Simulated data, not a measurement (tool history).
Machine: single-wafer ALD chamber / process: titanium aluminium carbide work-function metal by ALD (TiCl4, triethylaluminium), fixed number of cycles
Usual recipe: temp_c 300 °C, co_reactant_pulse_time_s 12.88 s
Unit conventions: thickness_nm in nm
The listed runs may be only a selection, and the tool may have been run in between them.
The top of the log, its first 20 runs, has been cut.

run    hour  temp_c  co_reactant_pulse_time_s  wafers since the last listed run  hours since the last thermocouple change  hours since the last triethylaluminium bottle change  hours since the showerhead was replaced  hours since the gauge calibration  read-back reference wafer on the same gauge, thickness_nm  thickness_nm
 21  1088.9     293                      9.56                              1044                                     654.7                                                   788                                      528                              721.1                                                       1.92          1.82
 22  1128.3     293                     17.97                               613                                     694.1                                                 827.4                                    567.4                              760.5                                                      1.923         1.907
       1146  -- triethylaluminium bottle replaced
 23  1171.7     300                     12.88                               551                                     737.5                                                  25.7                                    610.8                              803.9                                                      1.919         1.979
 24  1221.9     296                     11.32                               782                                     787.7                                                  75.9                                      661                              854.1                                                       1.92         1.924
 25  1291.6     313                     15.61                              1086                                     857.4                                                 145.6                                    730.7                              923.8                                                      1.921         2.114
 26  1351.5     296                     14.44                               933                                     917.3                                                 205.5                                    790.6                              983.7                                                       1.92         1.944
 27  1385.9     314                      8.88                               536                                     951.7                                                 239.9                                      825                             1018.1                                                      1.922         2.044
 28    1436     308                     14.48                               780                                    1001.8                                                   290                                    875.1                             1068.2                                                       1.92         2.067
 29    1494     300                     10.98                               903                                    1059.8                                                   348                                    933.1                             1126.2                                                      1.918         1.944
 30  1529.6     300                     12.88                               554                                    1095.4                                                 383.6                                    968.7                             1161.8                                                       1.92         1.966
 31  1581.6     294                     16.52                               810                                    1147.4                                                 435.6                                   1020.7                             1213.8                                                       1.92         1.911
 32  1640.6     294                      16.5                               919                                    1206.4                                                 494.6                                   1079.7                             1272.8                                                      1.919          1.93

Alternative continuations, all from the tool just after run 32; predict every row:
  A  1641     300                     12.88                                 6                                    1206.8                                                   495                                   1080.1                             1273.2                                                          ?             ?
  B  1641     292                     10.43                                 6                                    1206.8                                                   495                                   1080.1                             1273.2                                                          ?             ?
  C  1641     300                     15.59                                 6                                    1206.8                                                   495                                   1080.1                             1273.2                                                          ?             ?
  D  1641     291                     14.27                                 6                                    1206.8                                                   495                                   1080.1                             1273.2                                                          ?             ?
  E  1641     293                     16.01                                 6                                    1206.8                                                   495                                   1080.1                             1273.2                                                          ?             ?

run  read-back reference wafer on the same gauge, thickness_nm  thickness_nm
  A                                                       1.92         1.955
  B                                                       1.92         1.841
  C                                                       1.92         1.979
  D                                                       1.92         1.882
  E                                                       1.92         1.913
Without the tool's hidden state the same runs would have given:
run  thickness_nm
  A         1.987
  B         1.888
  C         1.999
  D         1.906
  E         1.931

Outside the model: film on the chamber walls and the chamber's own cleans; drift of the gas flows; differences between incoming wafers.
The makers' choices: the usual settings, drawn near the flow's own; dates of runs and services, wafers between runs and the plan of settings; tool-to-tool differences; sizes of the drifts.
